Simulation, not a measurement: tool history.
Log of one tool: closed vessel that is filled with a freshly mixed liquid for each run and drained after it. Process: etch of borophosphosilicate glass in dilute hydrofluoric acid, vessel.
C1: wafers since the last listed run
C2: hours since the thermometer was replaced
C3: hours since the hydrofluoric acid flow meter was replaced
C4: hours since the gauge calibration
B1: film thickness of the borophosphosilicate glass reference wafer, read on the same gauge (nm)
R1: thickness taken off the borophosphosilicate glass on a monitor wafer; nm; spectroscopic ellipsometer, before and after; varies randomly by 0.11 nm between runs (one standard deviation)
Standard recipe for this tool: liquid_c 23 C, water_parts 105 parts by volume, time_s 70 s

run 1 day=0 | liquid_c=25.5 water_parts=105 time_s=70 | C1=0 C2=1307.3 C3=646.6 C4=130.7 | B1=109.99 | R1=22.13
run 2 day=1.375 | liquid_c=25.5 water_parts=105 time_s=70 | C1=3874 C2=1340.3 C3=679.6 C4=163.7 | B1=109.97 | R1=22.18
run 3 day=1.933 | liquid_c=25.5 water_parts=105 time_s=70 | C1=1573 C2=1353.7 C3=693 C4=177.1 | B1=109.98 | R1=22.16
run 4 day=2.65 | liquid_c=23 water_parts=105 time_s=70 | C1=2019 C2=1370.9 C3=710.2 C4=194.3 | B1=110.01 | R1=20.02
run 5 day=3.004 | liquid_c=23 water_parts=105 time_s=70 | C1=997 C2=1379.4 C3=718.7 C4=202.8 | B1=109.96 | R1=19.98
run 6 day=3.625 | liquid_c=23 water_parts=105 time_s=70 | C1=1749 C2=1394.3 C3=733.6 C4=217.7 | B1=110.03 | R1=19.97
run 7 day=4.038 | liquid_c=23 water_parts=105 time_s=70 | C1=1162 C2=1404.2 C3=743.5 C4=227.6 | B1=110 | R1=19.99
run 8 day=4.604 | liquid_c=23 water_parts=105 time_s=70 | C1=1596 C2=1417.8 C3=757.1 C4=241.2 | B1=109.99 | R1=19.87
-- day=5.112 hydrofluoric acid flow meter replaced
-- day=5.167 gauge calibrated
run 9 day=5.296 | liquid_c=23 water_parts=105 time_s=70 | C1=1831 C2=1434.4 C3=4.4 C4=3.1 | B1=109.95 | R1=20.02
run 10 day=5.588 | liquid_c=23 water_parts=120 time_s=70 | C1=821 C2=1441.4 C3=11.4 C4=10.1 | B1=109.98 | R1=17.11
run 11 day=5.871 | liquid_c=23 water_parts=120 time_s=70 | C1=798 C2=1448.2 C3=18.2 C4=16.9 | B1=109.99 | R1=17.27
run 12 day=6.275 | liquid_c=21 water_parts=65 time_s=45 | C1=1138 C2=1457.9 C3=27.9 C4=26.6 | B1=110.03 | R1=19.68
run 13 day=6.992 | liquid_c=23 water_parts=120 time_s=30 | C1=2019 C2=1475.1 C3=45.1 C4=43.8 | B1=110.06 | R1=7.32
run 14 day=7.312 | liquid_c=26 water_parts=105 time_s=30 | C1=904 C2=1482.8 C3=52.8 C4=51.5 | B1=110.04 | R1=9.69
run 15 day=7.95 | liquid_c=18.5 water_parts=55 time_s=70 | C1=1796 C2=1498.1 C3=68.1 C4=66.8 | B1=109.98 | R1=33.26
-- day=8.029 thermometer replaced
run 16 day=8.508 | liquid_c=18 water_parts=105 time_s=70 | C1=1455 C2=11.5 C3=81.5 C4=80.2 | B1=109.98 | R1=18.42
run 17 day=9.029 | liquid_c=23 water_parts=105 time_s=70 | C1=1467 C2=24 C3=94 C4=92.7 | B1=110 | R1=22.62
run 18 day=9.354 | liquid_c=23 water_parts=105 time_s=70 | C1=915 C2=31.8 C3=101.8 C4=100.5 | B1=109.99 | R1=22.47
run 19 day=9.779 | liquid_c=23 water_parts=145 time_s=95 | C1=1197 C2=42 C3=112 C4=110.7 | B1=109.93 | R1=21.04
run 20 day=10.038 | liquid_c=23 water_parts=55 time_s=70 | C1=727 C2=48.2 C3=118.2 C4=116.9 | B1=109.97 | R1=45.58
run 21 day=10.721 | liquid_c=23 water_parts=105 time_s=70 | C1=1925 C2=64.6 C3=134.6 C4=133.3 | B1=110.01 | R1=22.36

Estimate the outcome of run 22 from the log above:
run 22 day=11.196 | liquid_c=18.5 water_parts=90 time_s=30 | C1=1338 C2=76 C3=146 C4=144.7 | B1=? | R1=?

B1: 110
R1: 9.46 nm
The same run, on a tool lacking any hidden state, would have yielded R1 9.53 nm.
